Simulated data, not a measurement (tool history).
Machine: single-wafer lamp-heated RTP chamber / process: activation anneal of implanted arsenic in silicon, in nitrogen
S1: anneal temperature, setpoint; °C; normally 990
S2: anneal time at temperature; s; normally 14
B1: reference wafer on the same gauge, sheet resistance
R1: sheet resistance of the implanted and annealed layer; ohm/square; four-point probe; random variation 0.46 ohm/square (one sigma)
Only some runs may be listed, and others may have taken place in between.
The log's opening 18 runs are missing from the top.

run 19 hour=502.1 | S1=990 S2=14 | B1=249.95 | R1=307.08
run 20 hour=535.7 | S1=990 S2=14 | B1=249.95 | R1=306.66
run 21 hour=571.1 | S1=1011 S2=18 | B1=249.94 | R1=298.07
run 22 hour=589.7 | S1=982 S2=7 | B1=250.08 | R1=312.81
run 23 hour=606.2 | S1=990 S2=14 | B1=250.13 | R1=305.01
run 24 hour=622.1 | S1=990 S2=18 | B1=250.07 | R1=303.08
run 25 hour=655.3 | S1=990 S2=14 | B1=249.95 | R1=304.95
run 26 hour=682.5 | S1=990 S2=14 | B1=249.88 | R1=304.73
-- hour=696.0 pyrometer window cleaned and pyrometer calibrated
-- hour=696.6 reflector plate cleaned
run 27 hour=710.8 | S1=1003 S2=22 | B1=249.91 | R1=299.61
run 28 hour=723.2 | S1=1001 S2=14 | B1=250.01 | R1=304.11
run 29 hour=751.9 | S1=1017 S2=9 | B1=249.99 | R1=305.26
run 30 hour=782.9 | S1=990 S2=14 | B1=250.09 | R1=306.09
run 31 hour=817.3 | S1=982 S2=12 | B1=249.86 | R1=308.51
run 32 hour=849.0 | S1=977 S2=9 | B1=250.20 | R1=311.96
run 33 hour=878.7 | S1=990 S2=20 | B1=250.03 | R1=302.42
run 34 hour=892.0 | S1=974 S2=17 | B1=249.97 | R1=306.09
run 35 hour=949.1 | S1=990 S2=14 | B1=250.03 | R1=305.44
run 36 hour=962.5 | S1=1015 S2=10 | B1=250.10 | R1=302.32
-- hour=973.6 pyrometer window cleaned and pyrometer calibrated
run 37 hour=981.2 | S1=990 S2=8 | B1=249.96 | R1=310.60

Branching from run 37: 4 alternative next runs. What would each branch give?
run A hour=981.6 | S1=990 S2=22 | B1=? | R1=?
run B hour=981.6 | S1=990 S2=19 | B1=? | R1=?
run C hour=981.6 | S1=979 S2=10 | B1=? | R1=?
run D hour=981.6 | S1=967 S2=14 | B1=? | R1=?

run=A B1=249.93 R1=302.32
run=B B1=249.93 R1=303.66
run=C B1=249.93 R1=310.57
run=D B1=249.93 R1=310.04
Without the tool's hidden state the same runs would have given:
run=A R1=302.59
run=B R1=303.91
run=C R1=310.77
run=D R1=310.24
